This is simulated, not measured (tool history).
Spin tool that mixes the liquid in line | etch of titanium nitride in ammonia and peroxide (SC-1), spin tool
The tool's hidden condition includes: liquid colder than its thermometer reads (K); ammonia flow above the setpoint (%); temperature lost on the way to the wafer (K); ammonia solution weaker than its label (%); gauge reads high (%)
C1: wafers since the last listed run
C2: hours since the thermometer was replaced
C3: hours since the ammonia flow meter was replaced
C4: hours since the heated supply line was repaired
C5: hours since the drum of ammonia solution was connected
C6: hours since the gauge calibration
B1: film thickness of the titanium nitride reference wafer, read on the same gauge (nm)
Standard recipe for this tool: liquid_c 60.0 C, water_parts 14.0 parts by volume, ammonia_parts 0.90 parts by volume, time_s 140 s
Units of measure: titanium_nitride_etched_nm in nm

Run 1, day 0.000: usual settings; C1 0; C2 414.4; C3 1199.2; C4 136.0; C5 665.6; C6 996.1; B1 89.97. Result: titanium_nitride_etched_nm 29.73 nm.
Run 2, day 1.212: usual settings but ammonia_parts 1.20 parts by volume, time_s 170 s; C1 300; C2 443.5; C3 1228.3; C4 165.1; C5 694.7; C6 1025.2; B1 90.02. Result: titanium_nitride_etched_nm 37.85 nm.
Run 3, day 2.375: usual settings but ammonia_parts 1.20 parts by volume, time_s 170 s; C1 288; C2 471.4; C3 1256.2; C4 193.0; C5 722.6; C6 1053.1; B1 89.98. Result: titanium_nitride_etched_nm 37.42 nm.
Run 4, day 3.708: usual settings; C1 330; C2 503.4; C3 1288.2; C4 225.0; C5 754.6; C6 1085.1; B1 90.00. Result: titanium_nitride_etched_nm 29.58 nm.
At day 4.250: new drum of ammonia solution connected.
Run 5, day 4.583: usual settings but liquid_c 64.0 C, ammonia_parts 1.15 parts by volume; C1 206; C2 524.4; C3 1309.2; C4 246.0; C5 8.0; C6 1106.1; B1 90.03. Result: titanium_nitride_etched_nm 39.99 nm.
Run 6, day 5.429: usual settings but ammonia_parts 1.20 parts by volume, time_s 170 s; C1 209; C2 544.7; C3 1329.5; C4 266.3; C5 28.3; C6 1126.4; B1 89.99. Result: titanium_nitride_etched_nm 37.54 nm.
At day 6.992: gauge calibrated.
Run 7, day 7.100: usual settings; C1 414; C2 584.8; C3 1369.6; C4 306.4; C5 68.4; C6 2.6; B1 89.99. Result: titanium_nitride_etched_nm 29.27 nm.
At day 7.721: thermometer replaced.
Run 8, day 7.979: usual settings but liquid_c 57.0 C, water_parts 21.0 parts by volume; C1 207; C2 6.2; C3 1390.7; C4 327.5; C5 89.5; C6 23.7; B1 89.98. Result: titanium_nitride_etched_nm 19.12 nm.
Run 9, day 8.804: usual settings but time_s 120 s; C1 204; C2 26.0; C3 1410.5; C4 347.3; C5 109.3; C6 43.5; B1 89.98. Result: titanium_nitride_etched_nm 25.14 nm.
At day 9.200: ammonia flow meter replaced.
Run 10, day 10.183: usual settings but liquid_c 67.5 C, ammonia_parts 1.20 parts by volume; C1 331; C2 59.1; C3 23.6; C4 380.4; C5 142.4; C6 76.6; B1 90.00. Result: titanium_nitride_etched_nm 49.41 nm.
Run 11, day 11.567: usual settings; C1 342; C2 92.3; C3 56.8; C4 413.6; C5 175.6; C6 109.8; B1 90.01. Result: titanium_nitride_etched_nm 28.88 nm.
Run 12, day 12.733: usual settings but liquid_c 69.5 C, ammonia_parts 0.50 parts by volume, time_s 220 s; C1 289; C2 120.3; C3 84.8; C4 441.6; C5 203.6; C6 137.8; B1 90.01. Result: titanium_nitride_etched_nm 75.33 nm.
Run 13, day 13.508: usual settings but liquid_c 52.0 C, water_parts 20.5 parts by volume, ammonia_parts 0.75 parts by volume, time_s 170 s; C1 192; C2 138.9; C3 103.4; C4 460.2; C5 222.2; C6 156.4; B1 90.02. Result: titanium_nitride_etched_nm 16.27 nm.
Run 14, day 14.258: usual settings; C1 185; C2 156.9; C3 121.4; C4 478.2; C5 240.2; C6 174.4; B1 90.02. Result: titanium_nitride_etched_nm 29.02 nm.
Run 15, day 15.462: usual settings but liquid_c 57.5 C, ammonia_parts 0.75 parts by volume; C1 298; C2 185.8; C3 150.3; C4 507.1; C5 269.1; C6 203.3; B1 90.04. Result: titanium_nitride_etched_nm 23.61 nm.
Run 16, day 16.400: usual settings but liquid_c 53.5 C, ammonia_parts 0.65 parts by volume; C1 232; C2 208.3; C3 172.8; C4 529.6; C5 291.6; C6 225.8; B1 90.01. Result: titanium_nitride_etched_nm 17.76 nm.
Run 17, day 17.104: usual settings but ammonia_parts 1.20 parts by volume, time_s 185 s; C1 174; C2 225.2; C3 189.7; C4 546.5; C5 308.5; C6 242.7; B1 90.00. Result: titanium_nitride_etched_nm 39.79 nm.
Run 18, day 18.375: usual settings but liquid_c 51.5 C, water_parts 19.0 parts by volume, time_s 220 s; C1 315; C2 255.7; C3 220.2; C4 577.0; C5 339.0; C6 273.2; B1 90.02. Result: titanium_nitride_etched_nm 21.80 nm.
Run 19, day 19.867: usual settings but water_parts 16.5 parts by volume, ammonia_parts 1.05 parts by volume, time_s 170 s; C1 369; C2 291.5; C3 256.0; C4 612.8; C5 374.8; C6 309.0; B1 90.02. Result: titanium_nitride_etched_nm 32.63 nm.
Run 20, day 20.604: usual settings but time_s 80 s; C1 182; C2 309.2; C3 273.7; C4 630.5; C5 392.5; C6 326.7; B1 89.99. Result: titanium_nitride_etched_nm 16.47 nm.
Run 21, day 21.904: usual settings but liquid_c 57.0 C, water_parts 21.0 parts by volume; C1 322; C2 340.4; C3 304.9; C4 661.7; C5 423.7; C6 357.9; B1 89.99. Result: titanium_nitride_etched_nm 18.93 nm.
Run 22, day 22.879: usual settings but water_parts 20.5 parts by volume, ammonia_parts 0.60 parts by volume, time_s 195 s; C1 241; C2 363.8; C3 328.3; C4 685.1; C5 447.1; C6 381.3; B1 89.99. Result: titanium_nitride_etched_nm 30.11 nm.
Run 23, day 24.292: usual settings but water_parts 11.5 parts by volume, ammonia_parts 0.45 parts by volume, time_s 90 s; C1 350; C2 397.7; C3 362.2; C4 719.0; C5 481.0; C6 415.2; B1 90.01. Result: titanium_nitride_etched_nm 17.88 nm.
Run 24, day 25.292: usual settings but ammonia_parts 1.20 parts by volume, time_s 100 s; C1 247; C2 421.7; C3 386.2; C4 743.0; C5 505.0; C6 439.2; B1 89.98. Result: titanium_nitride_etched_nm 21.39 nm.
Run 25, day 26.158: usual settings but liquid_c 52.5 C, water_parts 17.5 parts by volume, ammonia_parts 0.45 parts by volume, time_s 190 s; C1 214; C2 442.5; C3 407.0; C4 763.8; C5 525.8; C6 460.0; B1 90.02. Result: titanium_nitride_etched_nm 18.25 nm.

Branching from run 25: 3 alternative next runs. What would each branch give?
Run A, day 26.179: usual settings but liquid_c 51.5 C; C1 5; C2 443.0; C3 407.5; C4 764.3; C5 526.3; C6 460.5; B1 ?. Result: titanium_nitride_etched_nm ?.
Run B, day 26.179: usual settings but liquid_c 68.0 C, water_parts 8.0 parts by volume, time_s 65 s; C1 5; C2 443.0; C3 407.5; C4 764.3; C5 526.3; C6 460.5; B1 ?. Result: titanium_nitride_etched_nm ?.
Run C, day 26.179: usual settings but liquid_c 62.5 C, ammonia_parts 1.20 parts by volume; C1 5; C2 443.0; C3 407.5; C4 764.3; C5 526.3; C6 460.5; B1 ?. Result: titanium_nitride_etched_nm ?.

run     B1  titanium_nitride_etched_nm
  A  90.00                       15.96
  B  90.00                       29.34
  C  90.00                       35.03
Without the tool's unlogged condition, the same runs would have read:
run  titanium_nitride_etched_nm
  A                       17.34
  B                       31.63
  C                       37.87
